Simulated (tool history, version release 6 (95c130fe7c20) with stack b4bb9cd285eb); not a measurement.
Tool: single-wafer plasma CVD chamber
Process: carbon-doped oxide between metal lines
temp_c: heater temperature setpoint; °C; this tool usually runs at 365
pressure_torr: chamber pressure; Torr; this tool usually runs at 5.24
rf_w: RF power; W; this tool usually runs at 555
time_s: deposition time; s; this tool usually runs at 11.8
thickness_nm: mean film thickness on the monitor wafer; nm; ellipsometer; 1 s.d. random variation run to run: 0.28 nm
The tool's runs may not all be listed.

run   hour  temp_c  pressure_torr  rf_w  time_s  read-back reference wafer on the same gauge, thickness_nm  thickness_nm
  1      0     365           5.24   555    11.8                                                      64.86        63.735
  2   17.6     365           5.24   555    11.8                                                     64.868        63.708
  3   29.7     365           5.24   555    11.8                                                      64.95        63.439
  4  115.6     365           5.24   555    11.8                                                      64.94        63.239
  5  135.9     365           5.24   555    11.8                                                     64.926          62.9
     147.5  -- RF generator calibrated
     165.3  -- gauge calibrated
  6  185.8     365           5.24   555    11.8                                                     64.896        60.524
     223.2  -- RF generator calibrated, repeated, since the last time left the tool worse
  7  223.7     365           5.24   555    11.8                                                     64.935        66.394
     250.9  -- capacitance manometer re-zeroed and calibrated
  8  251.4     365           5.83   555    12.8                                                     64.868        72.662
  9  268.9     365           5.24   555    11.8                                                      64.86        66.159
 10  281.9     365           3.94   465    10.4                                                     64.867        48.276
       308  -- showerhead replaced
     320.9  -- thermocouple changed; heater temperature recalibrated
 11  321.4     365           4.28   555    12.9                                                     64.921        70.566
 12  335.4     365           5.24   500    11.8                                                     64.852        60.448
 13    368     365           6.27   465    13.3                                                     64.874        63.813
 14  387.4     365           5.24   555    11.8                                                     64.931          65.2

For run 15, what comes out?
 15  403.3     365           5.24   555    11.8                                                          ?             ?

Logged for run 15: read-back reference wafer on the same gauge, thickness_nm 64.903, thickness_nm 65.79 nm.
With no hidden state in the tool, this same run would have given thickness_nm 66.662 nm.

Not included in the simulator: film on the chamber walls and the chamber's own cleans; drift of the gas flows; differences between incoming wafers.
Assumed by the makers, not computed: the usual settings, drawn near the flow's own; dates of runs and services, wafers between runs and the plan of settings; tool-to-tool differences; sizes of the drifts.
